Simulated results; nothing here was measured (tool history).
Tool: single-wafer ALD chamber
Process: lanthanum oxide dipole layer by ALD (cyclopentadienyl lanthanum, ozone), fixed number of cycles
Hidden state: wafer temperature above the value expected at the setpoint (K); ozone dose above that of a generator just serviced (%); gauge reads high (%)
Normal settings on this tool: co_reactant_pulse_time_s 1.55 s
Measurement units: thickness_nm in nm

run,hour,co_reactant_pulse_time_s,wafers since the last listed run,hours since the last thermocouple change,hours since the last ozone generator service,hours since the showerhead was replaced,hours since the gauge calibration,"read-back reference wafer on the same gauge, thickness_nm",thickness_nm
1,0,1.55,0,570.6,319.4,1286.4,614.2,0.597,0.591
2,43.4,1.82,963,614,362.8,1329.8,657.6,0.595,0.605
3,105.7,1.82,1383,676.3,425.1,1392.1,719.9,0.594,0.609
4,203.6,1.69,2173,774.2,523,1490,817.8,0.592,0.609
5,281.7,1.69,1733,852.3,601.1,1568.1,895.9,0.593,0.6
# hour 375.4: ozone generator serviced
6,375.9,1.69,1913,946.5,0.5,1662.3,990.1,0.592,0.599
7,412.6,1.55,814,983.2,37.2,1699,1026.8,0.591,0.596
8,498.9,1.55,1915,1069.5,123.5,1785.3,1113.1,0.589,0.593
9,563.8,1.75,1440,1134.4,188.4,1850.2,1178,0.591,0.606
10,665.4,1.73,2255,1236,290,1951.8,1279.6,0.589,0.6
11,726.8,1.55,1363,1297.4,351.4,2013.2,1341,0.59,0.585
12,809,0.97,1824,1379.6,433.6,2095.4,1423.2,0.589,0.548
13,910.9,1.38,2262,1481.5,535.5,2197.3,1525.1,0.589,0.589
14,990.1,1.55,1758,1560.7,614.7,2276.5,1604.3,0.589,0.585
# hour 1023.7: thermocouple changed; heater temperature recalibrated
15,1046.1,1.55,1065,22.4,670.7,2332.5,1660.3,0.587,0.583
16,1112.2,1.08,1467,88.5,736.8,2398.6,1726.4,0.586,0.557
17,1155.2,1.8,954,131.5,779.8,2441.6,1769.4,0.588,0.602
# hour 1171.9: ozone generator serviced
18,1220.5,1.94,1272,196.8,48.6,2506.9,1834.7,0.586,0.605
19,1285.1,1.02,1434,261.4,113.2,2571.5,1899.3,0.586,0.55
20,1346.8,1.31,1369,323.1,174.9,2633.2,1961,0.585,0.574
21,1389.8,1.55,954,366.1,217.9,2676.2,2004,0.586,0.584
22,1449.9,1.83,1334,426.2,278,2736.3,2064.1,0.585,0.595
23,1550.5,1.98,2233,526.8,378.6,2836.9,2164.7,0.584,0.604
24,1647.7,1.55,2157,624,475.8,2934.1,2261.9,0.586,0.588
# hour 1680.4: showerhead replaced
# hour 1682.8: gauge calibrated
25,1867,1.88,4690,843.3,695.1,186.6,184.2,0.609,0.625
# hour 1928: ozone generator serviced
26,1928.5,1.25,1187,904.8,0.5,248.1,245.7,0.607,0.589
27,1998,2.13,1542,974.3,70,317.6,315.2,0.608,0.634
28,2090.8,1.55,2060,1067.1,162.8,410.4,408,0.606,0.606
29,2196.2,1.04,2339,1172.5,268.2,515.8,513.4,0.602,0.564
30,2259,1.55,1394,1235.3,331,578.6,576.2,0.602,0.604
31,2342.5,1.95,1853,1318.8,414.5,662.1,659.7,0.6,0.618
32,2393.9,2.1,1141,1370.2,465.9,713.5,711.1,0.602,0.618
33,2460.7,1.55,1482,1437,532.7,780.3,777.9,0.601,0.603
34,2541.2,1.55,1787,1517.5,613.2,860.8,858.4,0.599,0.605

Measured minus without-hidden-state, run by run (identical run-to-run variation in each term; gauge scatter may differ):
run,thickness_nm
1,-0.015
2,-0.017
3,-0.017
4,-0.019
5,-0.019
6,-0.02
7,-0.02
8,-0.021
9,-0.022
10,-0.022
11,-0.022
12,-0.021
13,-0.023
14,-0.023
15,-0.024
16,-0.023
17,-0.025
18,-0.025
19,-0.023
20,-0.024
21,-0.025
22,-0.026
23,-0.026
24,-0.026
25,-0.002
26,-0.003
27,-0.005
28,-0.006
29,-0.007
30,-0.01
31,-0.011
32,-0.012
33,-0.012
34,-0.013
